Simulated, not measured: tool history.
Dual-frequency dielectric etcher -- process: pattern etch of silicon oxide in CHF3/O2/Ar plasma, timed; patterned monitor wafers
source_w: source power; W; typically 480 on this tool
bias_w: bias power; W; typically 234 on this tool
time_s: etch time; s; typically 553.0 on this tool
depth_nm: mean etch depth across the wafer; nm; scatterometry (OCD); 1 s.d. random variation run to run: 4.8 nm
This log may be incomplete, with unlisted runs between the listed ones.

| run | hour | source_w | bias_w | time_s | wafers since the last listed run | hours since the last wet clean | hours since the last source power generator calibration | hours since the last bias power generator calibration | hours since the last upper electrode change | hours since the gauge calibration | read-back reference wafer on the same gauge, depth_nm | depth_nm |
|---|---|---|---|---|---|---|---|---|---|---|---|---|
| 1 | 0.0 | 480 | 234 | 553.0 | 0 | 64.0 | 1304.6 | 3238.5 | 3986.5 | 422.3 | 899.7 | 1095.5 |
|  | 13.2 | gauge calibrated |
| 2 | 33.8 | 480 | 234 | 553.0 | 70 | 97.8 | 1338.4 | 3272.3 | 4020.3 | 20.6 | 899.4 | 1086.1 |
| 3 | 49.3 | 480 | 234 | 553.0 | 32 | 113.3 | 1353.9 | 3287.8 | 4035.8 | 36.1 | 900.1 | 1087.1 |
| 4 | 73.1 | 480 | 234 | 553.0 | 49 | 137.1 | 1377.7 | 3311.6 | 4059.6 | 59.9 | 899.8 | 1080.7 |
| 5 | 107.6 | 480 | 234 | 553.0 | 72 | 171.6 | 1412.2 | 3346.1 | 4094.1 | 94.4 | 899.9 | 1076.0 |
| 6 | 135.3 | 510 | 234 | 553.0 | 57 | 199.3 | 1439.9 | 3373.8 | 4121.8 | 122.1 | 900.2 | 1113.3 |
| 7 | 158.1 | 570 | 234 | 553.0 | 47 | 222.1 | 1462.7 | 3396.6 | 4144.6 | 144.9 | 900.3 | 1146.3 |
|  | 207.9 | upper electrode replaced |
| 8 | 208.4 | 560 | 234 | 553.0 | 55 | 272.4 | 1513.0 | 3446.9 | 0.5 | 195.2 | 899.3 | 1139.9 |
| 9 | 208.9 | 480 | 234 | 553.0 | 1 | 272.9 | 1513.5 | 3447.4 | 1.0 | 195.7 | 899.9 | 1070.7 |
| 10 | 227.4 | 480 | 234 | 553.0 | 38 | 291.4 | 1532.0 | 3465.9 | 19.5 | 214.2 | 900.3 | 1064.5 |
| 11 | 252.2 | 480 | 234 | 553.0 | 51 | 316.2 | 1556.8 | 3490.7 | 44.3 | 239.0 | 899.1 | 1061.0 |
| 12 | 281.8 | 570 | 278 | 442.0 | 61 | 345.8 | 1586.4 | 3520.3 | 73.9 | 268.6 | 900.5 | 939.9 |
| 13 | 317.7 | 370 | 234 | 625.0 | 75 | 381.7 | 1622.3 | 3556.2 | 109.8 | 304.5 | 899.8 | 1065.9 |
|  | 330.0 | bias power generator calibrated |
| 14 | 349.5 | 480 | 234 | 553.0 | 58 | 413.5 | 1654.1 | 19.5 | 141.6 | 336.3 | 899.3 | 1055.0 |
|  | 358.4 | source power generator calibrated |
| 15 | 368.4 | 480 | 234 | 553.0 | 31 | 432.4 | 10.0 | 38.4 | 160.5 | 355.2 | 900.0 | 1041.2 |
| 16 | 396.1 | 480 | 249 | 675.0 | 57 | 460.1 | 37.7 | 66.1 | 188.2 | 382.9 | 901.4 | 1298.0 |
|  | 445.7 | gauge calibrated |
|  | 453.6 | wet clean of the chamber |
| 17 | 454.1 | 480 | 234 | 553.0 | 71 | 0.5 | 95.7 | 124.1 | 246.2 | 8.4 | 900.3 | 1112.0 |
| 18 | 458.8 | 480 | 234 | 553.0 | 9 | 5.2 | 100.4 | 128.8 | 250.9 | 13.1 | 899.7 | 1101.2 |
| 19 | 493.7 | 480 | 234 | 603.5 | 73 | 40.1 | 135.3 | 163.7 | 285.8 | 48.0 | 901.7 | 1206.7 |
| 20 | 527.3 | 390 | 180 | 677.5 | 70 | 73.7 | 168.9 | 197.3 | 319.4 | 81.6 | 900.7 | 1181.4 |
| 21 | 632.7 | 570 | 213 | 553.0 | 220 | 179.1 | 274.3 | 302.7 | 424.8 | 187.0 | 900.1 | 1146.3 |
| 22 | 660.1 | 380 | 192 | 700.0 | 57 | 206.5 | 301.7 | 330.1 | 452.2 | 214.4 | 900.2 | 1207.9 |

4 ways to go on from here, each from the tool as it stands after run 22. What would each give?
| A | 660.7 | 480 | 277 | 553.0 | 1 | 207.1 | 302.3 | 330.7 | 452.8 | 215.0 | ? | ? |
| B | 660.7 | 480 | 210 | 464.5 | 1 | 207.1 | 302.3 | 330.7 | 452.8 | 215.0 | ? | ? |
| C | 660.7 | 580 | 279 | 553.0 | 1 | 207.1 | 302.3 | 330.7 | 452.8 | 215.0 | ? | ? |
| D | 660.7 | 480 | 234 | 441.5 | 1 | 207.1 | 302.3 | 330.7 | 452.8 | 215.0 | ? | ? |

| run | read-back reference wafer on the same gauge, depth_nm | depth_nm |
|---|---|---|
| A | 899.3 | 1120.6 |
| B | 899.3 | 895.0 |
| C | 899.3 | 1211.0 |
| D | 899.3 | 866.8 |
Without the tool's unlogged condition, the same runs would have read:
| run | depth_nm |
|---|---|
| A | 1132.2 |
| B | 904.2 |
| C | 1223.5 |
| D | 875.7 |
